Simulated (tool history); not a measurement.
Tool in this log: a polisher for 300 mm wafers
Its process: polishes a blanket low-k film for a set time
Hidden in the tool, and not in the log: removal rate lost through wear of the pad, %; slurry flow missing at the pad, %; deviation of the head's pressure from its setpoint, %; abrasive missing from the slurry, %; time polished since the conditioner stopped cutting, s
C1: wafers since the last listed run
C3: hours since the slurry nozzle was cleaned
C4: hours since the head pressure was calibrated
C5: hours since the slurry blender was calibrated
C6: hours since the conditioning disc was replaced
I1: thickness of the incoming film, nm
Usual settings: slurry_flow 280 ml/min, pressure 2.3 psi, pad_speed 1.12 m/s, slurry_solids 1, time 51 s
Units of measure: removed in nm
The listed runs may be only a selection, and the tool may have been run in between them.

Run 1, hour 0: usual settings; C1 0; wafers polished on this pad 1416; C3 42; C4 788.4; C5 61.2; C6 215.6; I1 567.9. Result: removed 27.4 nm.
Run 2, hour 57.9: usual settings; C1 865; wafers polished on this pad 2282; C3 99.9; C4 846.3; C5 119.1; C6 273.5; I1 574.8. Result: removed 26.7 nm.
At hour 67.6: conditioning disc replaced and pad reconditioned.
At hour 77.1: worn pad replaced by a new one.
Run 3, hour 107.1: usual settings; C1 646; wafers polished on this pad 447; C3 149.1; C4 895.5; C5 168.3; C6 39.5; I1 566.6. Result: removed 26.4 nm.
At hour 131.2: slurry blender recalibrated.
Run 4, hour 167.8: usual settings; C1 877; wafers polished on this pad 1325; C3 209.8; C4 956.2; C5 36.6; C6 100.2; I1 563.4. Result: removed 25.1 nm.
Run 5, hour 229.6: usual settings but slurry_flow 230 ml/min; C1 924; wafers polished on this pad 2250; C3 271.6; C4 1018; C5 98.4; C6 162; I1 565. Result: removed 24.4 nm.
At hour 244.9: worn pad replaced by a new one.
At hour 319.8: slurry blender recalibrated, repeated, since the last time left the tool worse.
At hour 329.8: conditioning disc replaced and pad reconditioned.
At hour 399.7: worn pad replaced by a new one.
Run 6, hour 400.2: usual settings but slurry_flow 230 ml/min; C1 2372; wafers polished on this pad 7; C3 442.2; C4 1188.6; C5 80.4; C6 70.4; I1 566.9. Result: removed 26.9 nm.
At hour 440.9: slurry nozzle cleaned.
Run 7, hour 462.6: usual settings; C1 918; wafers polished on this pad 926; C3 21.7; C4 1251; C5 142.8; C6 132.8; I1 565.2. Result: removed 26.4 nm.
Run 8, hour 514.5: usual settings; C1 776; wafers polished on this pad 1702; C3 73.6; C4 1302.9; C5 194.7; C6 184.7; I1 568.8. Result: removed 26.2 nm.
At hour 524.4: slurry blender recalibrated.
Run 9, hour 541.9: usual settings but slurry_flow 245 ml/min, slurry_solids 1.2; C1 379; wafers polished on this pad 2082; C3 101; C4 1330.3; C5 17.5; C6 212.1; I1 569.3. Result: removed 28.5 nm.
At hour 550.1: worn pad replaced by a new one.
Run 10, hour 574.7: usual settings but pressure 1.6 psi; C1 430; wafers polished on this pad 367; C3 133.8; C4 1363.1; C5 50.3; C6 244.9; I1 570.4. Result: removed 20.3 nm.
At hour 583.9: conditioning disc replaced and pad reconditioned.
At hour 611.1: head pressure recalibrated.
Run 11, hour 678.7: usual settings but slurry_flow 350 ml/min, pressure 2.5 psi, pad_speed 0.76 m/s, slurry_solids 0.7; C1 1495; wafers polished on this pad 1863; C3 237.8; C4 67.6; C5 154.3; C6 94.8; I1 571.2. Result: removed 19.1 nm.
At hour 720.6: slurry blender recalibrated.
At hour 723: worn pad replaced by a new one.
Run 12, hour 745.3: usual settings but slurry_flow 355 ml/min, pressure 2 psi, time 44 s; C1 930; wafers polished on this pad 333; C3 304.4; C4 134.2; C5 24.7; C6 161.4; I1 563.4. Result: removed 21.4 nm.
Run 13, hour 769.3: usual settings but slurry_flow 365 ml/min, pad_speed 1.36 m/s, slurry_solids 0.75; C1 358; wafers polished on this pad 692; C3 328.4; C4 158.2; C5 48.7; C6 185.4; I1 568.1. Result: removed 29.7 nm.
Run 14, hour 822.9: usual settings; C1 801; wafers polished on this pad 1494; C3 382; C4 211.8; C5 102.3; C6 239; I1 566.9. Result: removed 27.1 nm.

Each row is a separate what-if for the run after 14, all from the same tool condition, not one after another. Results?
Run A, hour 823.3: usual settings but pad_speed 1 m/s; C1 5; wafers polished on this pad 1500; C3 382.4; C4 212.2; C5 102.7; C6 239.4; I1 570.7. Result: removed ?.
Run B, hour 823.3: usual settings but slurry_flow 240 ml/min, pad_speed 0.96 m/s, slurry_solids 1.1; C1 5; wafers polished on this pad 1500; C3 382.4; C4 212.2; C5 102.7; C6 239.4; I1 570.7. Result: removed ?.
Run C, hour 823.3: usual settings but pressure 2.8 psi, pad_speed 1.38 m/s, slurry_solids 1.15, time 65 s; C1 5; wafers polished on this pad 1500; C3 382.4; C4 212.2; C5 102.7; C6 239.4; I1 570.7. Result: removed ?.
Run D, hour 823.3: usual settings but pressure 1.8 psi, pad_speed 0.84 m/s, slurry_solids 0.85; C1 5; wafers polished on this pad 1500; C3 382.4; C4 212.2; C5 102.7; C6 239.4; I1 570.7. Result: removed ?.

run  removed
  A     24.5
  B     24.2
  C     49.9
  D     16.6
Without the tool's unlogged condition, the same runs would have read:
run  removed
  A     25.3
  B     24.9
  C     51.4
  D     17.1
